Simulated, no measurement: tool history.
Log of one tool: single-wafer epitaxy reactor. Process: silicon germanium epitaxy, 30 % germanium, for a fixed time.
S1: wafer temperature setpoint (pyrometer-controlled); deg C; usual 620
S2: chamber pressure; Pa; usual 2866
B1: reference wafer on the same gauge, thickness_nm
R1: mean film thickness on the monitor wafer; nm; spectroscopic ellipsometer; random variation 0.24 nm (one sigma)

{"run": 1, "day": 0.0, "S1": 627, "S2": 2866, "B1": 93.857, "R1": 95.982}
{"run": 2, "day": 0.958, "S1": 627, "S2": 2866, "B1": 93.852, "R1": 96.85}
{"run": 3, "day": 2.354, "S1": 620, "S2": 2573, "B1": 93.936, "R1": 78.962}
{"run": 4, "day": 5.967, "S1": 620, "S2": 2573, "B1": 93.9, "R1": 78.72}
{"run": 5, "day": 7.458, "S1": 620, "S2": 2573, "B1": 93.845, "R1": 79.116}
{"day": 8.346, "done": "capacitance manometer re-zeroed and calibrated"}
{"day": 8.662, "done": "showerhead replaced"}
{"run": 6, "day": 8.712, "S1": 620, "S2": 3346, "B1": 93.967, "R1": 94.194}
{"run": 7, "day": 9.721, "S1": 620, "S2": 3346, "B1": 93.77, "R1": 94.616}
{"run": 8, "day": 10.838, "S1": 620, "S2": 2866, "B1": 93.952, "R1": 85.296}
{"run": 9, "day": 11.367, "S1": 620, "S2": 2866, "B1": 93.973, "R1": 85.032}
{"run": 10, "day": 12.492, "S1": 620, "S2": 2866, "B1": 93.905, "R1": 85.451}
{"run": 11, "day": 13.062, "S1": 620, "S2": 2866, "B1": 93.782, "R1": 85.756}
{"run": 12, "day": 14.188, "S1": 620, "S2": 3360, "B1": 93.824, "R1": 95.129}
{"run": 13, "day": 15.171, "S1": 620, "S2": 3360, "B1": 93.799, "R1": 94.997}
{"run": 14, "day": 16.375, "S1": 620, "S2": 2866, "B1": 93.986, "R1": 85.802}
{"run": 15, "day": 17.204, "S1": 620, "S2": 2866, "B1": 94.001, "R1": 85.846}
{"run": 16, "day": 17.888, "S1": 611, "S2": 2320, "B1": 93.991, "R1": 62.404}
{"run": 17, "day": 19.283, "S1": 620, "S2": 2866, "B1": 93.872, "R1": 86.456}
{"run": 18, "day": 20.488, "S1": 612, "S2": 3160, "B1": 93.985, "R1": 79.103}
{"run": 19, "day": 22.171, "S1": 625, "S2": 2866, "B1": 93.85, "R1": 95.805}
{"day": 22.954, "done": "pyrometer calibrated"}
{"run": 20, "day": 22.975, "S1": 620, "S2": 2866, "B1": 93.938, "R1": 83.412}
{"day": 24.112, "done": "gauge calibrated"}
{"run": 21, "day": 24.167, "S1": 620, "S2": 2386, "B1": 93.943, "R1": 73.997}
{"run": 22, "day": 25.596, "S1": 605, "S2": 3053, "B1": 93.855, "R1": 65.678}
{"run": 23, "day": 26.654, "S1": 614, "S2": 2533, "B1": 94.015, "R1": 68.57}
{"run": 24, "day": 27.5, "S1": 635, "S2": 2866, "B1": 93.869, "R1": 110.847}
{"run": 25, "day": 28.358, "S1": 620, "S2": 2866, "B1": 93.887, "R1": 83.892}
{"run": 26, "day": 29.029, "S1": 606, "S2": 3266, "B1": 93.82, "R1": 69.916}
{"run": 27, "day": 30.079, "S1": 620, "S2": 2866, "B1": 93.851, "R1": 83.888}
{"run": 28, "day": 32.45, "S1": 626, "S2": 3173, "B1": 93.834, "R1": 100.156}
{"run": 29, "day": 33.675, "S1": 634, "S2": 3373, "B1": 93.987, "R1": 120.729}
{"run": 30, "day": 34.588, "S1": 609, "S2": 2866, "B1": 93.892, "R1": 67.819}
{"run": 31, "day": 35.833, "S1": 620, "S2": 2533, "B1": 94.0, "R1": 76.988}
{"run": 32, "day": 36.825, "S1": 620, "S2": 2560, "B1": 93.885, "R1": 77.608}
{"run": 33, "day": 38.0, "S1": 620, "S2": 2866, "B1": 94.089, "R1": 83.871}
{"run": 34, "day": 39.358, "S1": 610, "S2": 2866, "B1": 94.089, "R1": 69.411}
{"run": 35, "day": 40.275, "S1": 615, "S2": 3533, "B1": 93.711, "R1": 87.163}
{"run": 36, "day": 41.408, "S1": 620, "S2": 2866, "B1": 93.92, "R1": 84.393}

The tool's hidden state at each run:
true pressure above the setpoint (%): 0 in every run
gauge reads high (%): 0 in every run
H1: wafer temperature above the value expected at the setpoint (K)
run=1 H1=0.451
run=2 H1=0.494
run=3 H1=0.56
run=4 H1=0.749
run=5 H1=0.835
run=6 H1=0.91
run=7 H1=0.972
run=8 H1=1.04
run=9 H1=1.08
run=10 H1=1.15
run=11 H1=1.19
run=12 H1=1.27
run=13 H1=1.35
run=14 H1=1.44
run=15 H1=1.5
run=16 H1=1.55
run=17 H1=1.66
run=18 H1=1.76
run=19 H1=1.91
run=20 H1=0.0379
run=21 H1=0.0393
run=22 H1=0.0446
run=23 H1=0.0511
run=24 H1=0.0579
run=25 H1=0.0661
run=26 H1=0.0736
run=27 H1=0.087
run=28 H1=0.125
run=29 H1=0.149
run=30 H1=0.169
run=31 H1=0.198
run=32 H1=0.224
run=33 H1=0.257
run=34 H1=0.298
run=35 H1=0.328
run=36 H1=0.368
